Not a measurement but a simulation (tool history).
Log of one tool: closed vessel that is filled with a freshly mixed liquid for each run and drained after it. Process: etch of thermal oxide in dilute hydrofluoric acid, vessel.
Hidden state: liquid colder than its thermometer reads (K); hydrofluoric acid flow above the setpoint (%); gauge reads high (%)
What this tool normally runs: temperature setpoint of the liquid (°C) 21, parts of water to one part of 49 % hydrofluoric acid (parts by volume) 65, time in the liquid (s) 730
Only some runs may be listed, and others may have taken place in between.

run	hour	temperature setpoint of the liquid (°C)	parts of water to one part of 49 % hydrofluoric acid (parts by volume)	time in the liquid (s)	wafers since the last listed run	hours since the thermometer was replaced	hours since the hydrofluoric acid flow meter was replaced	hours since the gauge calibration	read-back film thickness of the thermal oxide reference wafer, read on the same gauge (nm)	thickness taken off the thermal oxide on a monitor wafer (Å)
1	0	21	65	1005	0	2063.4	1026.3	42.9	50.01	686.5
2	66.7	21	80	730	6001	2130.1	1093	109.6	49.98	399.6
3	100.6	21	80	730	3050	2164	1126.9	143.5	50.01	399.9
4	124.9	21	80	730	2186	2188.3	1151.2	167.8	50.04	399
5	179.3	21	65	730	4895	2242.7	1205.6	222.2	49.97	503.1
6	247	21	65	730	6091	2310.4	1273.3	289.9	49.98	497.3
# hour 281.4: thermometer replaced
# hour 301.3: hydrofluoric acid flow meter replaced
7	306.3	21	65	1080	5155	24.9	5	349.2	50.03	693.3
8	364.8	21	65	1080	5263	83.4	63.5	407.7	50.06	685.2
9	428.8	21	65	730	5758	147.4	127.5	471.7	49.97	462.6
# hour 470: thermometer replaced, repeated, since the last time left the tool worse
10	470.5	21	65	730	3662	0.5	169.2	513.4	49.98	526.5
11	504.3	21	65	1155	3041	34.3	203	547.2	49.98	830.8
12	562.9	21	65	1085	5272	92.9	261.6	605.8	49.98	783.3
13	590.4	17	65	1110	2474	120.4	289.1	633.3	49.99	677.6
14	660.6	21	65	1005	6316	190.6	359.3	703.5	50.01	730.8

The next listed run, before its measurement:
15	703.9	21	65	1005	3896	233.9	402.6	746.8	?	?

read-back film thickness of the thermal oxide reference wafer, read on the same gauge (nm): 50.04
thickness taken off the thermal oxide on a monitor wafer (Å): 724.8
Had the tool carried no hidden state, the very same run would have given thickness taken off the thermal oxide on a monitor wafer (Å) 733.9.
